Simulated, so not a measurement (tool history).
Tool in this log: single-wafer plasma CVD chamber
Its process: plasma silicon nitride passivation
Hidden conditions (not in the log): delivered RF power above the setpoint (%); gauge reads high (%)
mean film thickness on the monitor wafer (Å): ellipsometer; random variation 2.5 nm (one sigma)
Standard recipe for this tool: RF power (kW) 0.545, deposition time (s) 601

run,hour,RF power (kW),deposition time (s),wafers since the last listed run,hours since the last RF generator calibration,hours since the showerhead was replaced,hours since the gauge calibration,"read-back reference wafer on the same gauge, thickness_nm",mean film thickness on the monitor wafer (Å)
1,0,0.545,574,0,199.8,6774.6,276.3,986.116,8765.47
2,43.1,0.545,601,108,242.9,6817.7,319.4,984.423,9181.76
3,149.9,0.545,601,267,349.7,6924.5,426.2,984.206,9220.73
4,220.5,0.545,601,177,420.3,6995.1,496.8,982.555,9193.98
5,288.8,0.545,601,171,488.6,7063.4,565.1,982.58,9140.8
6,394.4,0.545,601,264,594.2,7169,670.7,982.052,9152.06
7,487.4,0.62,601,233,687.2,7262,763.7,981.079,9643.2
8,535.8,0.62,601,121,735.6,7310.4,812.1,981.47,9570.38
9,581.4,0.62,601,114,781.2,7356,857.7,981.028,9617.27
10,674.9,0.61,601,234,874.7,7449.5,951.2,979.799,9530.48
11,756.2,0.61,601,203,956,7530.8,1032.5,980.173,9501.41
12,845.5,0.61,601,223,1045.3,7620.1,1121.8,979.772,9553.63
13,929.1,0.48,601,209,1128.9,7703.7,1205.4,979.614,8722.44
14,1035.1,0.48,601,265,1234.9,7809.7,1311.4,979.056,8721.53
# hour 1088.3: RF generator calibrated
15,1088.8,0.48,601,114,0.5,7863.4,1365.1,979.519,8715
16,1150.4,0.545,601,154,62.1,7925,1426.7,979.633,9115.49
17,1242,0.545,601,229,153.7,8016.6,1518.3,979.031,9138.03
18,1324,0.545,563,205,235.7,8098.6,1600.3,978.541,8604.2
19,1405,0.545,563,203,316.7,8179.6,1681.3,977.993,8525.78
# hour 1447.1: gauge calibrated
20,1473.2,0.545,563,171,384.9,8247.8,26.1,992.939,8649.46
# hour 1482.6: showerhead replaced
21,1577.4,0.475,547,241,489.1,94.8,130.3,990.681,7996.34
22,1614.2,0.545,601,92,525.9,131.6,167.1,989.97,9246.61
23,1674.9,0.475,601,152,586.6,192.3,227.8,989.269,8779.71
24,1715.4,0.475,547,101,627.1,232.8,268.3,989.02,7956.32
25,1768.2,0.475,695,132,679.9,285.6,321.1,987.473,10146
26,1849.6,0.445,481,204,761.3,367,402.5,987.263,6837.62
27,1923.2,0.47,497,184,834.9,440.6,476.1,985.905,7214.65
28,1971.6,0.58,690,121,883.3,489,524.5,985.43,10812.99
29,2010.2,0.48,601,96,921.9,527.6,563.1,985.864,8778.26
30,2101.4,0.485,546,228,1013.1,618.8,654.3,985.523,7982.98
31,2188.5,0.545,659,218,1100.2,705.9,741.4,984.28,10100.56
32,2230.2,0.505,634,104,1141.9,747.6,783.1,984.168,9409
33,2294.1,0.545,601,160,1205.8,811.5,847,984.405,9164.1
34,2396.8,0.5,554,257,1308.5,914.2,949.7,983.473,8170.15
35,2486.7,0.575,601,225,1398.4,1004.1,1039.6,982.842,9388.98
36,2535.1,0.545,601,121,1446.8,1052.5,1088,983.739,9178.14
# hour 2599.5: RF generator calibrated
37,2601.7,0.64,636,146,2.2,1119.1,1154.6,982.4,10301.29
38,2697.5,0.615,554,240,98,1214.9,1250.4,982.472,8831.89
39,2741,0.595,654,109,141.5,1258.4,1293.9,982.436,10307.92
40,2820.5,0.44,654,199,221,1337.9,1373.4,982.038,9165.16
41,3017.8,0.64,528,494,418.3,1535.2,1570.7,982.285,8514.78
42,3059.7,0.545,658,105,460.2,1577.1,1612.6,981.696,10099.71
43,3109.8,0.575,508,125,510.3,1627.2,1662.7,982.579,7925.98
44,3167.8,0.625,601,145,568.3,1685.2,1720.7,981.638,9615.48

Run-by-run hidden state of the tool:
delivered RF power above the setpoint (%): 0 at every run
H1: gauge reads high (%)
run,H1
1,-0.567
2,-0.62
3,-0.735
4,-0.8
5,-0.856
6,-0.931
7,-0.987
8,-1.01
9,-1.03
10,-1.07
11,-1.11
12,-1.13
13,-1.16
14,-1.18
15,-1.19
16,-1.2
17,-1.22
18,-1.23
19,-1.24
20,0.15
21,-0.0371
22,-0.0955
23,-0.184
24,-0.238
25,-0.303
26,-0.393
27,-0.464
28,-0.506
29,-0.537
30,-0.602
31,-0.656
32,-0.679
33,-0.711
34,-0.756
35,-0.789
36,-0.805
37,-0.825
38,-0.85
39,-0.86
40,-0.876
41,-0.908
42,-0.914
43,-0.92
44,-0.927
